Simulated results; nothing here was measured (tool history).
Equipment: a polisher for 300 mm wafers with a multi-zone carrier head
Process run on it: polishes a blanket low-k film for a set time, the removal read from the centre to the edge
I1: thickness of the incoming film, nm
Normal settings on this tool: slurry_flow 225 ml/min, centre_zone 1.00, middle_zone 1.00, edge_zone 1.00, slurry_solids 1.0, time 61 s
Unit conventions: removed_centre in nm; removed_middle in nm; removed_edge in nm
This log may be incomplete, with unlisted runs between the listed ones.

run 1 day=0.000 | slurry_flow=225 centre_zone=1.00 middle_zone=1.00 edge_zone=1.00 slurry_solids=1.0 time=61 | I1=744.2 | removed_centre=20.4 removed_middle=20.3 removed_edge=20.2
run 2 day=0.662 | slurry_flow=225 centre_zone=1.00 middle_zone=1.00 edge_zone=1.00 slurry_solids=1.0 time=61 | I1=747.7 | removed_centre=20.1 removed_middle=20.2 removed_edge=20.4
run 3 day=1.371 | slurry_flow=225 centre_zone=1.00 middle_zone=1.00 edge_zone=1.00 slurry_solids=1.0 time=61 | I1=753.1 | removed_centre=20.3 removed_middle=20.5 removed_edge=20.1
run 4 day=2.054 | slurry_flow=225 centre_zone=1.00 middle_zone=1.00 edge_zone=1.00 slurry_solids=1.0 time=69 | I1=736.4 | removed_centre=22.9 removed_middle=22.7 removed_edge=22.8
-- day=2.725 edge zone pressure recalibrated
run 5 day=2.746 | slurry_flow=225 centre_zone=1.00 middle_zone=1.00 edge_zone=1.00 slurry_solids=1.0 time=69 | I1=757.5 | removed_centre=22.9 removed_middle=22.7 removed_edge=22.7
run 6 day=3.100 | slurry_flow=225 centre_zone=1.00 middle_zone=1.00 edge_zone=1.00 slurry_solids=1.0 time=61 | I1=736.5 | removed_centre=20.3 removed_middle=19.7 removed_edge=20.2
run 7 day=3.562 | slurry_flow=225 centre_zone=1.00 middle_zone=1.00 edge_zone=1.00 slurry_solids=1.0 time=61 | I1=741.7 | removed_centre=19.8 removed_middle=19.9 removed_edge=20.0
-- day=3.871 slurry nozzle cleaned
-- day=3.958 worn pad replaced by a new one
run 8 day=3.996 | slurry_flow=225 centre_zone=1.00 middle_zone=1.00 edge_zone=1.00 slurry_solids=1.0 time=61 | I1=743.7 | removed_centre=18.1 removed_middle=18.3 removed_edge=18.7
run 9 day=4.425 | slurry_flow=225 centre_zone=1.00 middle_zone=1.00 edge_zone=1.00 slurry_solids=1.0 time=69 | I1=750.8 | removed_centre=20.0 removed_middle=21.0 removed_edge=21.4
run 10 day=4.979 | slurry_flow=305 centre_zone=1.06 middle_zone=1.00 edge_zone=0.92 slurry_solids=1.0 time=61 | I1=746.1 | removed_centre=21.1 removed_middle=19.6 removed_edge=19.1
-- day=5.300 centre zone pressure recalibrated
run 11 day=5.588 | slurry_flow=255 centre_zone=1.00 middle_zone=1.00 edge_zone=0.96 slurry_solids=0.7 time=45 | I1=747.2 | removed_centre=10.9 removed_middle=11.3 removed_edge=11.1

What will run 12 give?
-- day=5.646 slurry nozzle cleaned, repeated, since the last time left the tool worse
run 12 day=5.988 | slurry_flow=275 centre_zone=1.00 middle_zone=0.92 edge_zone=0.94 slurry_solids=1.0 time=73 | I1=753.7 | removed_centre=? removed_middle=? removed_edge=?

removed_centre: 25.9 nm
removed_middle: 23.9 nm
removed_edge: 24.9 nm
With the hidden condition absent and the run-to-run variation left alone, this run would have shown removed_centre 26.0 nm, removed_middle 24.0 nm, removed_edge 24.9 nm.
